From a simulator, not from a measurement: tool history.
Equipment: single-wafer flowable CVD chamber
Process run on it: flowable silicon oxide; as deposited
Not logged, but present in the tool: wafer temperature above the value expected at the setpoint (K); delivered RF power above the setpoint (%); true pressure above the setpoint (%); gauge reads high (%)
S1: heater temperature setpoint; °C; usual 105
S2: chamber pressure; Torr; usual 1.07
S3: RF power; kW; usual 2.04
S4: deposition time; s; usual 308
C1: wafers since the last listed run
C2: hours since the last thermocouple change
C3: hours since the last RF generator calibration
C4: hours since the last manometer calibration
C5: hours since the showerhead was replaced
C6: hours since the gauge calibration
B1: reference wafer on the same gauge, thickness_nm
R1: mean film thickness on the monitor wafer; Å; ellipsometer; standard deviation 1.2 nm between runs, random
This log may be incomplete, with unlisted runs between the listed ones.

run 1 hour=0 | S1=105 S2=1.07 S3=2.04 S4=336 | C1=0 C2=494 C3=1157.8 C4=4.4 C5=1803.4 C6=1712.5 | B1=169.026 | R1=2246.87
-- hour=69.8 RF generator calibrated
run 2 hour=193.5 | S1=105 S2=1.07 S3=2.04 S4=308 | C1=919 C2=687.5 C3=123.7 C4=197.9 C5=1996.9 C6=1906 | B1=168.698 | R1=2094.38
run 3 hour=277.9 | S1=105 S2=1.07 S3=2.04 S4=308 | C1=418 C2=771.9 C3=208.1 C4=282.3 C5=2081.3 C6=1990.4 | B1=168.89 | R1=2118.04
run 4 hour=347 | S1=102 S2=1.07 S3=2.04 S4=347 | C1=342 C2=841 C3=277.2 C4=351.4 C5=2150.4 C6=2059.5 | B1=169.178 | R1=2644.3
run 5 hour=391.5 | S1=102 S2=1.07 S3=2.04 S4=347 | C1=220 C2=885.5 C3=321.7 C4=395.9 C5=2194.9 C6=2104 | B1=169.182 | R1=2637.42
run 6 hour=484.5 | S1=102 S2=1.07 S3=2.04 S4=347 | C1=460 C2=978.5 C3=414.7 C4=488.9 C5=2287.9 C6=2197 | B1=169.317 | R1=2637.27
run 7 hour=574.8 | S1=105 S2=1.07 S3=2.04 S4=308 | C1=447 C2=1068.8 C3=505 C4=579.2 C5=2378.2 C6=2287.3 | B1=168.879 | R1=2111.77
-- hour=766.8 thermocouple changed; heater temperature recalibrated
run 8 hour=882.4 | S1=105 S2=1.07 S3=2.04 S4=352 | C1=1484 C2=115.6 C3=812.6 C4=886.8 C5=2685.8 C6=2594.9 | B1=168.984 | R1=2368.83
run 9 hour=936.4 | S1=105 S2=1.07 S3=2.04 S4=352 | C1=267 C2=169.6 C3=866.6 C4=940.8 C5=2739.8 C6=2648.9 | B1=169.123 | R1=2362.31
run 10 hour=991.8 | S1=105 S2=1.07 S3=2.04 S4=308 | C1=274 C2=225 C3=922 C4=996.2 C5=2795.2 C6=2704.3 | B1=168.945 | R1=2059.01
run 11 hour=1057.2 | S1=105 S2=1.07 S3=2.04 S4=324 | C1=324 C2=290.4 C3=987.4 C4=1061.6 C5=2860.6 C6=2769.7 | B1=169.165 | R1=2145.8
run 12 hour=1103.4 | S1=105 S2=1.07 S3=2.04 S4=324 | C1=228 C2=336.6 C3=1033.6 C4=1107.8 C5=2906.8 C6=2815.9 | B1=168.886 | R1=2158.45
-- hour=1114 gauge calibrated
run 13 hour=1205.4 | S1=95 S2=0.93 S3=1.7 S4=266 | C1=505 C2=438.6 C3=1135.6 C4=1209.8 C5=3008.8 C6=91.4 | B1=169.124 | R1=2049.59
run 14 hour=1310.9 | S1=113 S2=1.07 S3=2.04 S4=252 | C1=522 C2=544.1 C3=1241.1 C4=1315.3 C5=3114.3 C6=196.9 | B1=168.987 | R1=1245.78
-- hour=1353.9 RF generator calibrated
-- hour=1368 capacitance manometer re-zeroed and calibrated
run 15 hour=1395.8 | S1=105 S2=1.07 S3=2.04 S4=308 | C1=341 C2=629 C3=41.9 C4=27.8 C5=3199.2 C6=281.8 | B1=169.063 | R1=2103.87

Run 16 is up next; what results do you expect?
run 16 hour=1467.1 | S1=105 S2=1.07 S3=2.04 S4=308 | C1=353 C2=700.3 C3=113.2 C4=99.1 C5=3270.5 C6=353.1 | B1=? | R1=?

For run 16 the tool returned B1 169.06, R1 2112.4 Å.
The same run, on a tool lacking any hidden state, would have yielded R1 2116.79 Å.

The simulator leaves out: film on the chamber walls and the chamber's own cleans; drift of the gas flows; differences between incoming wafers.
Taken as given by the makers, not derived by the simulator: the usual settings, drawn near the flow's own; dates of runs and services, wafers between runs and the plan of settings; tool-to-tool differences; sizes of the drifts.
